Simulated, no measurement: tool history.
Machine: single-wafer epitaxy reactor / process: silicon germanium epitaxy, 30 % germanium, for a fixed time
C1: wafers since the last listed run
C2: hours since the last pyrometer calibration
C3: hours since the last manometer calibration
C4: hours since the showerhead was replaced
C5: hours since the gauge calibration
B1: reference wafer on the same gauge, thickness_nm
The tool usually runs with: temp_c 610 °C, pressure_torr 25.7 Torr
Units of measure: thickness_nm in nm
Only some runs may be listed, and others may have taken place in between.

run 1 day=0.000 | temp_c=610 pressure_torr=20.6 | C1=0 C2=1136.7 C3=2001.2 C4=3279.6 C5=51.8 | B1=92.177 | thickness_nm=70.411
run 2 day=2.546 | temp_c=610 pressure_torr=20.6 | C1=1490 C2=1197.8 C3=2062.3 C4=3340.7 C5=112.9 | B1=92.239 | thickness_nm=70.150
run 3 day=3.712 | temp_c=610 pressure_torr=28.8 | C1=683 C2=1225.8 C3=2090.3 C4=3368.7 C5=140.9 | B1=92.249 | thickness_nm=89.379
run 4 day=5.458 | temp_c=610 pressure_torr=28.8 | C1=1022 C2=1267.7 C3=2132.2 C4=3410.6 C5=182.8 | B1=92.208 | thickness_nm=89.283
run 5 day=7.267 | temp_c=610 pressure_torr=28.8 | C1=1059 C2=1311.1 C3=2175.6 C4=3454.0 C5=226.2 | B1=92.242 | thickness_nm=89.765
-- day=7.983 capacitance manometer re-zeroed and calibrated
-- day=8.171 pyrometer calibrated
run 6 day=9.788 | temp_c=610 pressure_torr=25.7 | C1=1172 C2=38.8 C3=43.3 C4=3514.5 C5=286.7 | B1=92.157 | thickness_nm=77.956
-- day=12.183 gauge calibrated
run 7 day=12.675 | temp_c=610 pressure_torr=25.7 | C1=1691 C2=108.1 C3=112.6 C4=3583.8 C5=11.8 | B1=92.224 | thickness_nm=78.686
run 8 day=14.046 | temp_c=610 pressure_torr=25.7 | C1=802 C2=141.0 C3=145.5 C4=3616.7 C5=44.7 | B1=92.169 | thickness_nm=78.888
run 9 day=16.321 | temp_c=616 pressure_torr=25.7 | C1=1332 C2=195.6 C3=200.1 C4=3671.3 C5=99.3 | B1=92.200 | thickness_nm=88.723
run 10 day=17.975 | temp_c=610 pressure_torr=25.7 | C1=968 C2=235.3 C3=239.8 C4=3711.0 C5=139.0 | B1=92.241 | thickness_nm=78.838
run 11 day=20.458 | temp_c=598 pressure_torr=28.1 | C1=1454 C2=294.9 C3=299.4 C4=3770.6 C5=198.6 | B1=92.284 | thickness_nm=65.312
-- day=21.196 showerhead replaced
run 12 day=21.492 | temp_c=599 pressure_torr=28.1 | C1=409 C2=319.7 C3=324.2 C4=7.1 C5=223.4 | B1=92.223 | thickness_nm=67.023
run 13 day=23.217 | temp_c=599 pressure_torr=20.4 | C1=1010 C2=361.1 C3=365.6 C4=48.5 C5=264.8 | B1=92.191 | thickness_nm=53.454
run 14 day=25.338 | temp_c=615 pressure_torr=21.2 | C1=1242 C2=412.0 C3=416.5 C4=99.4 C5=315.7 | B1=92.168 | thickness_nm=76.409
-- day=26.338 gauge calibrated
run 15 day=26.538 | temp_c=604 pressure_torr=27.4 | C1=702 C2=440.8 C3=445.3 C4=128.2 C5=4.8 | B1=92.241 | thickness_nm=73.788

Selected run-to-run steps in thickness_nm, each split into two signed amounts: the part the tool would show with no hidden state at all (from settings, incoming material and random variation), and the remainder, which goes to the hidden state together with any gauge scatter not common to the measured and the hidden-state-free results:
What the log doesn't record here: wafer temperature above the value expected at the setpoint (K); true pressure above the setpoint (%); gauge reads high (%).
Run 5 -> 6: pressure_torr 28.8 -> 25.7, capacitance manometer re-zeroed and calibrated, pyrometer calibrated. thickness_nm -11.809 nm: hidden state -5.614, all else -6.195.
Run 13 -> 14: temp_c 599 -> 615, pressure_torr 20.4 -> 21.2. thickness_nm +22.955 nm: hidden state +0.534, all else +22.421.
